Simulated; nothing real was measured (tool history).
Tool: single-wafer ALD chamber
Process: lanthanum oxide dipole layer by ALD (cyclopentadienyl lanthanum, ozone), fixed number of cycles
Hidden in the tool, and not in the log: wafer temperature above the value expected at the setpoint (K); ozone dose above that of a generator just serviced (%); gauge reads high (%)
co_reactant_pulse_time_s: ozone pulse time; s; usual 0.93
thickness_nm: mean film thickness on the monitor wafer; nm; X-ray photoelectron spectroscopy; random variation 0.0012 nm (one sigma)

| run | day | co_reactant_pulse_time_s | wafers since the last listed run | hours since the last thermocouple change | hours since the last ozone generator service | hours since the showerhead was replaced | hours since the gauge calibration | read-back reference wafer on the same gauge, thickness_nm | thickness_nm |
|---|---|---|---|---|---|---|---|---|---|
| 1 | 0.000 | 0.73 | 0 | 2443.3 | 1110.7 | 6593.5 | 135.2 | 0.400 | 0.418 |
| 2 | 1.429 | 0.73 | 352 | 2477.6 | 1145.0 | 6627.8 | 169.5 | 0.400 | 0.416 |
| 3 | 2.442 | 0.73 | 249 | 2501.9 | 1169.3 | 6652.1 | 193.8 | 0.400 | 0.419 |
| 4 | 3.279 | 0.93 | 206 | 2522.0 | 1189.4 | 6672.2 | 213.9 | 0.400 | 0.446 |
| 5 | 4.254 | 0.93 | 240 | 2545.4 | 1212.8 | 6695.6 | 237.3 | 0.401 | 0.445 |
| 6 | 8.654 | 0.93 | 1084 | 2651.0 | 1318.4 | 6801.2 | 342.9 | 0.400 | 0.447 |
|  | 9.238 | gauge calibrated |
| 7 | 9.988 | 0.93 | 328 | 2683.0 | 1350.4 | 6833.2 | 18.0 | 0.400 | 0.447 |
| 8 | 10.583 | 1.15 | 146 | 2697.3 | 1364.7 | 6847.5 | 32.3 | 0.400 | 0.470 |
| 9 | 11.283 | 0.69 | 172 | 2714.1 | 1381.5 | 6864.3 | 49.1 | 0.399 | 0.409 |
| 10 | 11.992 | 0.69 | 174 | 2731.1 | 1398.5 | 6881.3 | 66.1 | 0.399 | 0.409 |
|  | 12.367 | showerhead replaced |
| 11 | 12.492 | 1.19 | 41 | 2743.1 | 1410.5 | 3.0 | 78.1 | 0.400 | 0.477 |
| 12 | 13.196 | 1.18 | 173 | 2760.0 | 1427.4 | 19.9 | 95.0 | 0.400 | 0.475 |
| 13 | 14.396 | 1.12 | 295 | 2788.8 | 1456.2 | 48.7 | 123.8 | 0.401 | 0.471 |
|  | 15.496 | thermocouple changed; heater temperature recalibrated |
| 14 | 15.867 | 1.30 | 280 | 8.9 | 1491.5 | 84.0 | 159.1 | 0.400 | 0.482 |
|  | 16.658 | ozone generator serviced |
| 15 | 16.738 | 0.93 | 132 | 29.8 | 1.9 | 104.9 | 180.0 | 0.400 | 0.470 |
| 16 | 18.038 | 0.66 | 320 | 61.0 | 33.1 | 136.1 | 211.2 | 0.400 | 0.430 |
| 17 | 19.471 | 1.20 | 353 | 95.4 | 67.5 | 170.5 | 245.6 | 0.400 | 0.495 |
| 18 | 20.021 | 1.03 | 135 | 108.6 | 80.7 | 183.7 | 258.8 | 0.400 | 0.477 |
| 19 | 20.733 | 0.93 | 175 | 125.7 | 97.8 | 200.8 | 275.9 | 0.400 | 0.465 |
| 20 | 21.258 | 0.82 | 129 | 138.3 | 110.4 | 213.4 | 288.5 | 0.400 | 0.452 |

How the hidden state differs across the entries between the runs, from the last listed run before each to the first after it:
Between runs 6 and 7: gauge calibrated (day 9.238)
  ozone dose above that of a generator just serviced (%): -19.8 -> -19.9
  measured less the result without the state, thickness_nm: -0.024 -> -0.024 nm
Between runs 10 and 11: showerhead replaced (day 12.367)
  no hidden state differs between the two runs
  measured less the result without the state, thickness_nm: -0.026 -> -0.021 nm
Between runs 13 and 14: thermocouple changed; heater temperature recalibrated (day 15.496)
  ozone dose above that of a generator just serviced (%): -20.1 -> -20.2
  measured less the result without the state, thickness_nm: -0.022 -> -0.019 nm
Between runs 14 and 15: ozone generator serviced (day 16.658)
  ozone dose above that of a generator just serviced (%): -20.2 -> -0.833
  measured less the result without the state, thickness_nm: -0.019 -> +0.000 nm

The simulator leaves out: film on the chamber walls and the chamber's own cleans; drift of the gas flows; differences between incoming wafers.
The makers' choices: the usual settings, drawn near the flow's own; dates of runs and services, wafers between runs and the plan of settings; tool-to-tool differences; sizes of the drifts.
